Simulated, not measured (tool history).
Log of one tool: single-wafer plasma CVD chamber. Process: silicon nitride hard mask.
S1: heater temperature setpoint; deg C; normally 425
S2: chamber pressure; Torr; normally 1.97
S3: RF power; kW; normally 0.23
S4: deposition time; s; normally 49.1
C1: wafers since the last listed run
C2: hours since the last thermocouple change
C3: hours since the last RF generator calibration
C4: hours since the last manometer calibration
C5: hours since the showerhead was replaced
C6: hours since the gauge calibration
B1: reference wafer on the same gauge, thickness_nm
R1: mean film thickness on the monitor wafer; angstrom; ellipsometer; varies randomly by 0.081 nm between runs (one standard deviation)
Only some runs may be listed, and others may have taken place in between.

run   hour   S1    S2     S3    S4   C1      C2      C3      C4      C5     C6      B1      R1
  1      0  425  2.09   0.23  49.1    0  2536.1  1788.3  1009.3  7155.9   33.3  62.395  496.29
  2    6.1  425  1.97   0.23  52.2  102  2542.2  1794.4  1015.4    7162   39.4  62.399  521.55
  3   16.9  425  1.97   0.23  52.2  180    2553  1805.2  1026.2  7172.8   50.2  62.382  521.45
  4   33.8  425  1.97   0.23  52.2  282  2569.9  1822.1  1043.1  7189.7   67.1  62.385  521.32
  5   47.6  425  1.97   0.23  44.3  230  2583.7  1835.9  1056.9  7203.5   80.9  62.395  441.66
  6   61.5  428  1.97   0.23  49.1  232  2597.6  1849.8  1070.8  7217.4   94.8  62.406     488
  7   72.9  425  1.97   0.23  53.7  190    2609  1861.2  1082.2  7228.8  106.2  62.396   534.7
  8   88.5  425  1.97   0.23  53.7  260  2624.6  1876.8  1097.8  7244.4  121.8  62.411  532.95
  9  133.9  425  1.97   0.23  53.7  759    2670  1922.2  1143.2  7289.8  167.2  62.396  531.24
 10  139.9  425  1.97   0.23  49.1  100    2676  1928.2  1149.2  7295.8  173.2  62.409  486.39
     161.5  -- capacitance manometer re-zeroed and calibrated
 11    162  425  1.97   0.23  49.1  235  2698.1  1950.3     0.5  7317.9  195.3  62.401   495.3
     173.6  -- showerhead replaced
     173.9  -- RF generator calibrated
     211.9  -- thermocouple changed; heater temperature recalibrated
 12  212.4  421  1.97   0.23  49.1  571     0.5    38.5    50.9    38.8  245.7  62.411  531.56
 13  217.8  425  1.97   0.23  52.5   90     5.9    43.9    56.3    44.2  251.1  62.401  568.17
 14  227.7  425  1.97  0.195  43.3  165    15.8    53.8    66.2    54.1    261  62.399  394.66
 15  237.4  413  1.97   0.19  49.1  162    25.5    63.5    75.9    63.8  270.7  62.415  438.33
 16  250.5  425  1.61   0.23  56.4  219    38.6    76.6      89    76.9  283.8   62.41  584.16
 17  268.4  425  1.76  0.245  49.1  299    56.5    94.5   106.9    94.8  301.7  62.401   548.9
 18  284.1  425  1.97  0.265  54.9  262    72.2   110.2   122.6   110.5  317.4  62.384  675.53
     293.9  -- gauge calibrated
 19  295.4  425  1.65  0.215    40  188    83.5   121.5   133.9   121.8    1.5  62.392  388.61
 20    313  425  1.97   0.23  49.1  294   101.1   139.1   151.5   139.4   19.1  62.408  530.21
 21  323.6  425  1.97   0.23  49.1  177   111.7   149.7   162.1     150   29.7  62.399  528.31
 22  336.1  425  1.97  0.205  49.1  209   124.2   162.2   174.6   162.5   42.2    62.4  471.26
 23  342.9  430  2.17  0.265  41.5  113     131     169   181.4   169.3     49  62.398  519.34
 24  349.3  425  1.97   0.23  49.1  107   137.4   175.4   187.8   175.7   55.4    62.4  528.51
 25  356.9  425  2.32   0.21  49.1  127     145     183   195.4   183.3     63    62.4  498.31
 26  373.8  425  1.97   0.21  49.1  282   161.9   199.9   212.3   200.2   79.9  62.399  482.28
 27  389.2  425  1.78  0.195  53.5  257   177.3   215.3   227.7   215.6   95.3    62.4   473.5
 28  395.8  425  1.97   0.23  49.1  110   183.9   221.9   234.3   222.2  101.9  62.383  527.97

For each run, the measured value with the value that run would have given without the tool's hidden condition subtracted. The run-to-run variation is shared by both, the gauge scatter possibly not:
The hidden state here: wafer temperature above the value expected at the setpoint (K); delivered RF power above the setpoint (%); true pressure above the setpoint (%); gauge reads high (%).
run      R1
  1  -46.76
  2  -49.93
  3  -50.36
  4  -51.04
  5  -43.72
  6  -48.84
  7     -54
  8  -54.49
  9  -56.28
 10  -51.78
 11  -41.78
 12   -5.89
 13   -6.41
 14   -4.85
 15   -5.55
 16    -7.4
 17      -7
 18   -8.72
 19   -5.64
 20   -8.05
 21   -8.25
 22   -7.62
 23   -7.93
 24   -8.84
 25    -8.5
 26   -8.58
 27   -9.23
 28    -9.9
